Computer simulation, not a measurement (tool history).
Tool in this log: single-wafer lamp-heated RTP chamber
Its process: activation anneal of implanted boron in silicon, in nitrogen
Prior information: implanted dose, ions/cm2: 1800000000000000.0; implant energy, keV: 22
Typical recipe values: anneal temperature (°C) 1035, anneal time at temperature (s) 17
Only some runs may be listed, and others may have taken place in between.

run   hour  anneal temperature (°C)  anneal time at temperature (s)  wafers since the last listed run  wafers since the last pyrometer calibration  wafers since the reflector plate was cleaned  hours since the gauge calibration  read-back reference wafer on the same gauge, sheet resistance  sheet resistance of the implanted and annealed layer (ohm/square)
  1    0.0                     1035                              17                                 0                                         5501                                         10645                               18.4                                                          85.22                                                              74.44
  2   37.7                     1035                              25                               530                                         6031                                         11176                               56.1                                                          85.21                                                              73.36
  3   43.7                     1035                              14                                84                                         6115                                         11260                               62.1                                                          85.16                                                              74.73
  4   60.2                     1035                              17                               232                                         6347                                         11492                               78.6                                                          85.17                                                              73.96
  5   67.3                     1035                              17                                99                                         6447                                         11592                               85.7                                                          85.16                                                              73.81
  6   78.6                     1035                              17                               158                                         6606                                         11751                               97.0                                                          85.28                                                              73.98
  7   91.8                     1035                              17                               185                                         6791                                         11936                              110.2                                                          85.16                                                              73.96
  8  101.0                     1035                              17                               129                                         6921                                         12066                              119.4                                                          85.12                                                              74.06
  9  111.2                     1035                              17                               143                                         7064                                         12209                              129.6                                                          85.25                                                              73.71
 10  119.6                     1035                              17                               118                                         7182                                         12327                              138.0                                                          85.21                                                              73.97
 11  134.8                     1023                              17                               213                                         7396                                         12541                              153.2                                                          85.25                                                              75.29
 12  145.6                     1023                              17                               151                                         7548                                         12693                              164.0                                                          85.21                                                              74.89
 13  160.6                     1023                              17                               210                                         7759                                         12904                              179.0                                                          85.17                                                              74.98
 14  172.3                     1035                              17                               164                                         7923                                         13068                              190.7                                                          85.23                                                              73.54
     181.3  -- pyrometer window cleaned and pyrometer calibrated
 15  181.8                     1035                              17                                21                                            6                                         13089                              200.2                                                          85.22                                                              75.29

Estimate the outcome of run 16 from the log above:
 16  191.5                     1027                              26                               136                                          142                                         13226                              209.9                                                              ?                                                                  ?

{"run 16": {"read-back reference wafer on the same gauge, sheet resistance": 85.22, "sheet resistance of the implanted and annealed layer (ohm/square)": 75.42}}
With no hidden state in the tool, this same run would have given sheet resistance of the implanted and annealed layer (ohm/square) 75.57.

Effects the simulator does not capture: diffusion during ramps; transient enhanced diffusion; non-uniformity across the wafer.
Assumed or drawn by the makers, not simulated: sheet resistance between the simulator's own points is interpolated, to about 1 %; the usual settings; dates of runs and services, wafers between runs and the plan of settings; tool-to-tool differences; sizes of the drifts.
